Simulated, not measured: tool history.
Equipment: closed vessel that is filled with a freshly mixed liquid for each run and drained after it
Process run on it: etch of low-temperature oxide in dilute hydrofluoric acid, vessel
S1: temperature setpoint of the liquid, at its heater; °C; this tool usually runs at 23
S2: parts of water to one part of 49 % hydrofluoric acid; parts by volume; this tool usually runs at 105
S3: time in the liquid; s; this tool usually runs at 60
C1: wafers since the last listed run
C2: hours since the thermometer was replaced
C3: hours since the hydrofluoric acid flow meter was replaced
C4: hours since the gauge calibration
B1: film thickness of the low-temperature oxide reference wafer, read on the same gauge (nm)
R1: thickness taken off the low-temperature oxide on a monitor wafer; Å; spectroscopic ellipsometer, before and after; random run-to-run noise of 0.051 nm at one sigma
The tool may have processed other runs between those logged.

| run | day | S1 | S2 | S3 | C1 | C2 | C3 | C4 | B1 | R1 |
|---|---|---|---|---|---|---|---|---|---|---|
| 1 | 0 | 23 | 105 | 60 | 0 | 466.5 | 175.1 | 405.2 | 50 | 123.2 |
| 2 | 2.592 | 23 | 105 | 60 | 5933 | 528.7 | 237.3 | 467.4 | 50 | 123.4 |
| 3 | 6.138 | 23 | 105 | 60 | 8118 | 613.8 | 322.4 | 552.5 | 50 | 124.6 |
| 4 | 9.883 | 23 | 65 | 50 | 8576 | 703.7 | 412.3 | 642.4 | 49.99 | 174.8 |
|  | 11.062 | hydrofluoric acid flow meter replaced |
| 5 | 13.504 | 23 | 105 | 60 | 8195 | 790.6 | 58.6 | 729.3 | 50 | 123 |
|  | 17.483 | gauge calibrated |
| 6 | 17.746 | 23 | 105 | 60 | 9711 | 892.4 | 160.4 | 6.3 | 50.01 | 123.5 |
|  | 22.204 | thermometer replaced |
| 7 | 22.225 | 27 | 105 | 45 | 10160 | 0.5 | 267.9 | 113.8 | 49.97 | 110.4 |
| 8 | 24.646 | 27 | 105 | 45 | 5542 | 58.6 | 326 | 171.9 | 50 | 109.7 |
| 9 | 28.95 | 23 | 105 | 60 | 9854 | 161.9 | 429.3 | 275.2 | 49.98 | 125.8 |
| 10 | 30.612 | 23 | 105 | 60 | 3806 | 201.8 | 469.2 | 315.1 | 50.02 | 125.2 |
|  | 32.525 | hydrofluoric acid flow meter replaced |
| 11 | 33.542 | 19.5 | 155 | 30 | 6611 | 272.1 | 24.4 | 385.4 | 49.98 | 34.7 |
| 12 | 35.112 | 23 | 105 | 60 | 3596 | 309.8 | 62.1 | 423.1 | 50.01 | 124.5 |
| 13 | 39.246 | 26 | 105 | 85 | 9463 | 409 | 161.3 | 522.3 | 50 | 199.4 |
| 14 | 42.875 | 24.5 | 150 | 60 | 8309 | 496.1 | 248.4 | 609.4 | 49.99 | 87.7 |
| 15 | 45.429 | 25.5 | 105 | 85 | 5848 | 557.4 | 309.7 | 670.7 | 49.98 | 193.5 |
| 16 | 47.729 | 19 | 75 | 60 | 5266 | 612.6 | 364.9 | 725.9 | 50.02 | 153 |
| 17 | 49.771 | 21.5 | 105 | 45 | 4674 | 661.6 | 413.9 | 774.9 | 50 | 87.2 |
| 18 | 51.829 | 21.5 | 140 | 50 | 4712 | 711 | 463.3 | 824.3 | 50.01 | 70.1 |

Run-by-run hidden state of the tool:
hydrofluoric acid flow below the setpoint (%): 0 on each run
gauge reads high (%): 0 on each run
H1: liquid colder than its thermometer reads (K)
| run | H1 |
|---|---|
| 1 | 0.248 |
| 2 | 0.273 |
| 3 | 0.307 |
| 4 | 0.343 |
| 5 | 0.378 |
| 6 | 0.419 |
| 7 | 0.0318 |
| 8 | 0.0551 |
| 9 | 0.0965 |
| 10 | 0.112 |
| 11 | 0.141 |
| 12 | 0.156 |
| 13 | 0.196 |
| 14 | 0.231 |
| 15 | 0.255 |
| 16 | 0.277 |
| 17 | 0.297 |
| 18 | 0.317 |
